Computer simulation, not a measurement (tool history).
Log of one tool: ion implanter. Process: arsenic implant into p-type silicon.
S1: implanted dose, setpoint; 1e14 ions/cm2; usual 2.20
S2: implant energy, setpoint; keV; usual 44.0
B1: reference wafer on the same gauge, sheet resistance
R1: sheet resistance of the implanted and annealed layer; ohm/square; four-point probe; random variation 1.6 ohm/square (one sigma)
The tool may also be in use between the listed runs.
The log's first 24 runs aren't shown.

run	hour	S1	S2	B1	R1
# hour 1597.8: gauge calibrated
25	1667.3	2.20	44.0	292.43	352.17
# hour 1843.0: extraction supply calibrated
26	1938.8	2.20	44.0	291.80	355.04
27	2011.9	1.68	53.0	291.81	415.86
# hour 2090.2: Faraday cup replaced and dose calibrated
28	2119.0	2.20	44.0	291.68	347.23
29	2177.8	1.57	30.0	292.69	470.75
30	2217.0	2.20	44.0	291.73	349.24
31	2341.7	2.81	52.0	292.28	287.23
32	2406.8	2.74	44.0	292.20	296.46
33	2484.9	2.20	50.0	291.67	341.79
34	2573.5	2.56	33.0	292.10	330.11
35	2780.2	2.74	36.0	291.94	310.16
36	2885.0	2.49	54.0	291.60	315.38
37	2940.7	2.43	58.0	292.28	316.20

Forecast each of these 4 alternatives for the next run:
A	2941.1	1.60	44.0	?	?
B	2941.1	2.20	29.0	?	?
C	2941.1	2.20	56.5	?	?
D	2941.1	1.55	49.5	?	?

run	B1	R1
A	291.90	440.09
B	291.90	373.93
C	291.90	337.78
D	291.90	440.83
Without the tool's hidden state the same runs would have given:
run	R1
A	434.74
B	369.10
C	333.58
D	435.55

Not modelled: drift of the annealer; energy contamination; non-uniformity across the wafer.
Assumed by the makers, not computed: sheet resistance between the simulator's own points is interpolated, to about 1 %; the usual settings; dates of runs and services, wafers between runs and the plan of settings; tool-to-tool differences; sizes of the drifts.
